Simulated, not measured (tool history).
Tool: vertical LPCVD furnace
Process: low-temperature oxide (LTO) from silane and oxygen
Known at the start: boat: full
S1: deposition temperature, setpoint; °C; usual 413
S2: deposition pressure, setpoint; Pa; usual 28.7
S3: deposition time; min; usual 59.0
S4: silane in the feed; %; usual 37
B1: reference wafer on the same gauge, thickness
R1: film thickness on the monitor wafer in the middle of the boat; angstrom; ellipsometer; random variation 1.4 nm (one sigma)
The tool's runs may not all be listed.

run,hour,S1,S2,S3,S4,B1,R1
1,0.0,419,28.7,59.0,37,538.00,5726.7
2,24.4,419,28.7,59.0,37,537.91,5706.2
3,54.1,413,31.3,59.0,37,538.30,5828.0
4,81.5,413,31.3,59.0,37,537.85,5851.4
5,106.1,413,31.3,59.0,37,538.05,5849.3
6,133.4,413,28.7,59.0,37,538.07,5360.1
7,169.5,413,28.7,59.0,37,537.67,5386.4
8,266.4,413,28.7,59.0,43,538.13,6387.4
9,282.7,413,34.0,59.0,37,537.80,6384.1
10,314.6,413,34.0,59.0,37,538.05,6353.8
11,327.3,413,28.7,74.0,37,537.81,6756.6
12,343.9,413,28.7,40.0,37,537.85,3645.2
13,370.3,413,28.7,77.0,37,537.99,7025.1
14,403.8,413,28.7,59.0,34,537.89,4839.0
# hour 425.1: gauge calibrated
# hour 428.8: silane flow controller replaced
15,429.3,413,22.0,59.0,37,538.48,4184.2
16,455.9,413,28.7,50.5,37,537.75,4640.4
17,480.4,422,28.7,59.0,37,538.17,5943.0
18,512.0,413,28.7,46.5,35,538.19,3982.1
# hour 556.9: pressure gauge zeroed
19,557.4,425,26.0,59.0,37,538.20,5390.8
20,578.1,413,28.7,59.0,37,537.99,5256.4
21,613.9,419,28.7,59.0,37,537.96,5598.1
# hour 660.4: thermocouples replaced and temperature profile calibrated
22,660.9,407,22.0,36.5,35,538.23,2141.8
23,665.5,413,22.0,59.0,40,537.88,4352.1
24,682.4,413,32.7,59.0,37,537.80,5865.0
25,735.9,404,25.3,59.0,37,538.15,4145.8
26,761.9,413,28.7,59.0,37,537.87,5169.4
27,776.9,422,28.7,59.0,41,537.92,6389.4
28,840.0,408,28.7,44.0,32,537.78,3020.8
29,873.9,406,28.7,67.0,37,538.34,5437.7
30,892.1,418,28.7,59.0,37,538.22,5473.3
31,910.5,413,23.3,76.5,41,537.93,6165.4
32,937.9,405,28.7,59.0,32,537.97,3904.8

The tool's hidden state at each run:
deviation of the silane flow from its setpoint, %: 0 in every run
gauge reads high (%): 0 in every run
H1: true tube temperature minus thermocouple reading, K
H2: true pressure minus gauge reading, mTorr
run,H1,H2
1,1.91,6.03
2,1.92,6.11
3,1.93,6.22
4,1.94,6.33
5,1.95,6.42
6,1.95,6.52
7,1.96,6.66
8,1.99,7.03
9,1.99,7.1
10,2,7.23
11,2,7.28
12,2,7.34
13,2.01,7.45
14,2.01,7.59
15,2.02,7.69
16,2.02,7.8
17,2.02,7.9
18,2.03,8.03
19,2.04,1.4
20,2.04,1.4
21,2.04,1.4
22,0.109,1.4
23,0.123,1.4
24,0.173,1.4
25,0.323,1.41
26,0.392,1.42
27,0.431,1.42
28,0.584,1.44
29,0.661,1.45
30,0.701,1.46
31,0.74,1.46
32,0.796,1.48
